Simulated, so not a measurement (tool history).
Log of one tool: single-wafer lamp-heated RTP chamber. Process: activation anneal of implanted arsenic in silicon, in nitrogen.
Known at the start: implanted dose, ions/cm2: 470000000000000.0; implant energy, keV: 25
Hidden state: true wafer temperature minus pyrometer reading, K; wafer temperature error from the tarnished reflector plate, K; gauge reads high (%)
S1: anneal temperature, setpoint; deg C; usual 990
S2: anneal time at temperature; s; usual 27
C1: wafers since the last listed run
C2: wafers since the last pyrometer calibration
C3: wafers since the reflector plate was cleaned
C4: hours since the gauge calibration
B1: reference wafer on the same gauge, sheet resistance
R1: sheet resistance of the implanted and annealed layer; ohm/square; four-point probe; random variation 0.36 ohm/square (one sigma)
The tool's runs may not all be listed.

run,day,S1,S2,C1,C2,C3,C4,B1,R1
1,0.000,1012,27,0,4046,2596,444.6,277.93,233.16
2,1.225,990,35,601,4647,3198,474.0,278.07,234.48
# day 1.638: pyrometer window cleaned and pyrometer calibrated
3,2.175,990,35,302,264,3501,496.8,277.97,236.66
4,3.375,970,27,589,854,4090,525.6,277.96,240.11
# day 3.558: gauge calibrated
5,4.067,990,27,339,1193,4430,12.2,278.14,237.43
6,5.371,990,27,640,1834,5071,43.5,278.05,236.92
7,6.783,973,27,693,2528,5764,77.4,277.98,239.02
8,7.325,973,27,266,2794,6030,90.4,278.09,239.08
9,8.162,973,27,411,3205,6442,110.5,278.06,238.99
10,9.388,990,27,601,3807,7043,139.9,277.96,237.61
11,10.296,990,27,446,4253,7490,161.7,277.86,236.49
12,10.912,990,27,302,4556,7792,176.5,278.02,236.08
# day 11.550: pyrometer window cleaned and pyrometer calibrated
13,11.912,990,27,327,177,8120,200.5,277.94,237.87
14,12.679,990,27,376,554,8496,218.9,278.05,238.27
15,13.204,990,27,257,812,8754,231.5,277.88,238.09
16,14.517,990,27,644,1456,9399,263.0,277.89,237.74
17,15.088,971,15,280,1737,9679,276.7,278.03,242.28
18,16.438,990,27,663,2400,10342,309.1,278.11,237.33
19,17.775,975,17,656,3057,10999,341.2,278.03,240.94
20,18.796,977,35,501,3558,11501,365.7,277.96,236.82
# day 20.067: pyrometer window cleaned and pyrometer calibrated
21,20.088,1009,20,470,9,11971,396.7,278.17,237.80
22,21.408,1007,20,648,658,12620,428.4,277.84,237.27
23,22.500,968,37,536,1194,13156,454.6,277.94,238.75
# day 24.100: reflector plate cleaned
24,25.192,990,27,1158,2352,535,519.2,277.95,237.63
25,26.496,1007,22,640,2993,1175,550.5,278.04,235.46
# day 27.083: gauge calibrated
26,27.175,990,11,333,3326,1509,2.2,278.06,241.50
# day 29.538: pyrometer window cleaned and pyrometer calibrated
27,31.388,1007,32,1905,909,3414,103.3,277.85,234.65
28,32.862,977,12,724,1633,4139,138.7,278.02,242.79
29,34.038,990,34,577,2210,4716,166.9,278.15,236.17
30,34.762,971,12,356,2566,5072,184.3,278.11,242.30
31,36.121,990,27,667,3234,5739,216.9,278.04,237.42
32,36.704,979,27,286,3520,6026,230.9,277.93,238.36
# day 38.100: pyrometer window cleaned and pyrometer calibrated
33,38.204,1016,37,573,51,6599,266.9,277.96,232.95
34,39.438,982,42,605,656,7204,296.5,277.93,236.69
35,40.188,980,37,368,1025,7573,314.5,277.86,236.96
36,41.204,990,27,499,1524,8072,338.9,278.05,238.33

Some steps in R1 between neighbouring runs. How much of each would the tool show without its hidden state too (settings, what came in, random variation), and how much is left for the hidden state, with any gauge scatter that isn't in both results?
Run 2 -> 3: pyrometer window cleaned and pyrometer calibrated. R1 +2.18 ohm/square: hidden state +1.58, all else +0.60.
Run 12 -> 13: pyrometer window cleaned and pyrometer calibrated. R1 +1.79 ohm/square: hidden state +1.45, all else +0.34.
Run 20 -> 21: S1 977 -> 1009, S2 35 -> 20, pyrometer window cleaned and pyrometer calibrated. R1 +0.98 ohm/square: hidden state +1.11, all else -0.13.
Run 26 -> 27: S1 990 -> 1007, S2 11 -> 32, pyrometer window cleaned and pyrometer calibrated. R1 -6.85 ohm/square: hidden state +0.40, all else -7.25.
Run 27 -> 28: S1 1007 -> 977, S2 32 -> 12. R1 +8.14 ohm/square: hidden state +0.14, all else +8.00.
Run 28 -> 29: S1 977 -> 990, S2 12 -> 34. R1 -6.62 ohm/square: hidden state -0.56, all else -6.06.

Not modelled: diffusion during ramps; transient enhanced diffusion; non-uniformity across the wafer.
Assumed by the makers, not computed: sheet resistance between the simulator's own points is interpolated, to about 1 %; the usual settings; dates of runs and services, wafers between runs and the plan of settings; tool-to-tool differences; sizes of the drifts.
